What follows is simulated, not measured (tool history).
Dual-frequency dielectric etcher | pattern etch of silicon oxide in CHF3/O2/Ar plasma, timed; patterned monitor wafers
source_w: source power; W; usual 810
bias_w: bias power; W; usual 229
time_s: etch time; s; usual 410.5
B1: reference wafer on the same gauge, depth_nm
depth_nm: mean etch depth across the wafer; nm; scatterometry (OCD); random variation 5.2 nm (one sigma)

Run 1, day 0: usual settings but bias_w 190 W; B1 835.9. Result: depth_nm 919.3 nm.
Run 2, day 0.654: usual settings; B1 835.9. Result: depth_nm 968.7 nm.
Run 3, day 1.338: usual settings but bias_w 255 W; B1 834.9. Result: depth_nm 996.6 nm.
Run 4, day 1.804: usual settings but bias_w 268 W; B1 836.5. Result: depth_nm 1015.4 nm.
Run 5, day 2.192: usual settings but bias_w 268 W; B1 835.6. Result: depth_nm 1010.3 nm.
Run 6, day 2.542: usual settings but bias_w 246 W; B1 836.5. Result: depth_nm 982.8 nm.
At day 2.796: gauge calibrated.
Run 7, day 3.017: usual settings but source_w 670 W; B1 836. Result: depth_nm 879.4 nm.
Run 8, day 3.338: usual settings; B1 837. Result: depth_nm 983 nm.
Run 9, day 3.871: usual settings; B1 836.7. Result: depth_nm 976.6 nm.
At day 4.508: source power generator calibrated.
At day 4.912: upper electrode replaced.
Run 10, day 4.933: usual settings; B1 836. Result: depth_nm 966 nm.
Run 11, day 4.95: usual settings but source_w 880 W, time_s 488.5 s; B1 836.6. Result: depth_nm 1203 nm.
Run 12, day 5.575: usual settings; B1 836.9. Result: depth_nm 963.1 nm.
Run 13, day 5.971: usual settings but time_s 483 s; B1 836.1. Result: depth_nm 1137.9 nm.
Run 14, day 6.433: usual settings but bias_w 280 W; B1 835.8. Result: depth_nm 1022.4 nm.
At day 6.912: bias power generator calibrated.
Run 15, day 7.1: usual settings but source_w 910 W, bias_w 283 W, time_s 295.5 s; B1 835.9. Result: depth_nm 787.1 nm.
Run 16, day 7.596: usual settings; B1 835.6. Result: depth_nm 972.2 nm.
Run 17, day 8.321: usual settings; B1 835.7. Result: depth_nm 981.8 nm.
Run 18, day 8.658: usual settings but source_w 880 W, bias_w 270 W, time_s 324 s; B1 835.8. Result: depth_nm 848.9 nm.
Run 19, day 9.354: usual settings; B1 836.5. Result: depth_nm 969.3 nm.
Run 20, day 9.754: usual settings but source_w 940 W, time_s 312 s; B1 836.3. Result: depth_nm 796.2 nm.
At day 11.025: wet clean of the chamber.
Run 21, day 11.046: usual settings but source_w 740 W, bias_w 180 W, time_s 290.5 s; B1 835.8. Result: depth_nm 617.3 nm.
Run 22, day 11.067: usual settings but source_w 890 W, bias_w 257 W, time_s 460 s; B1 836.3. Result: depth_nm 1158.4 nm.
Run 23, day 11.217: usual settings; B1 835.4. Result: depth_nm 961 nm.
Run 24, day 11.6: usual settings but time_s 531 s; B1 834.9. Result: depth_nm 1250.2 nm.
Run 25, day 12.258: usual settings but source_w 910 W; B1 835.7. Result: depth_nm 1015.1 nm.
Run 26, day 12.888: usual settings but source_w 1000 W; B1 837. Result: depth_nm 1052.3 nm.
Run 27, day 13.633: usual settings but source_w 930 W, bias_w 284 W, time_s 297.5 s; B1 835.2. Result: depth_nm 786 nm.
Run 28, day 14.312: usual settings but source_w 920 W, bias_w 207 W, time_s 303.5 s; B1 836.9. Result: depth_nm 736.4 nm.
Run 29, day 14.575: usual settings but source_w 880 W, bias_w 263 W, time_s 324.5 s; B1 834.4. Result: depth_nm 818.9 nm.
Run 30, day 14.971: usual settings but source_w 990 W; B1 836.3. Result: depth_nm 1052.6 nm.
Run 31, day 15.679: usual settings but bias_w 272 W; B1 835.6. Result: depth_nm 1001.8 nm.

3 ways to go on from here, each from the tool as it stands after run 31. What would each give?
Run A, day 15.7: usual settings; B1 ?. Result: depth_nm ?.
Run B, day 15.7: usual settings but source_w 890 W, bias_w 264 W, time_s 477.5 s; B1 ?. Result: depth_nm ?.
Run C, day 15.7: usual settings but source_w 870 W, bias_w 278 W; B1 ?. Result: depth_nm ?.

run     B1  depth_nm
  A  836.9     964.5
  B  836.9    1216.8
  C  836.9    1049.9
Without the tool's hidden state the same runs would have given:
run  depth_nm
  A     960.5
  B    1211.8
  C    1045.7

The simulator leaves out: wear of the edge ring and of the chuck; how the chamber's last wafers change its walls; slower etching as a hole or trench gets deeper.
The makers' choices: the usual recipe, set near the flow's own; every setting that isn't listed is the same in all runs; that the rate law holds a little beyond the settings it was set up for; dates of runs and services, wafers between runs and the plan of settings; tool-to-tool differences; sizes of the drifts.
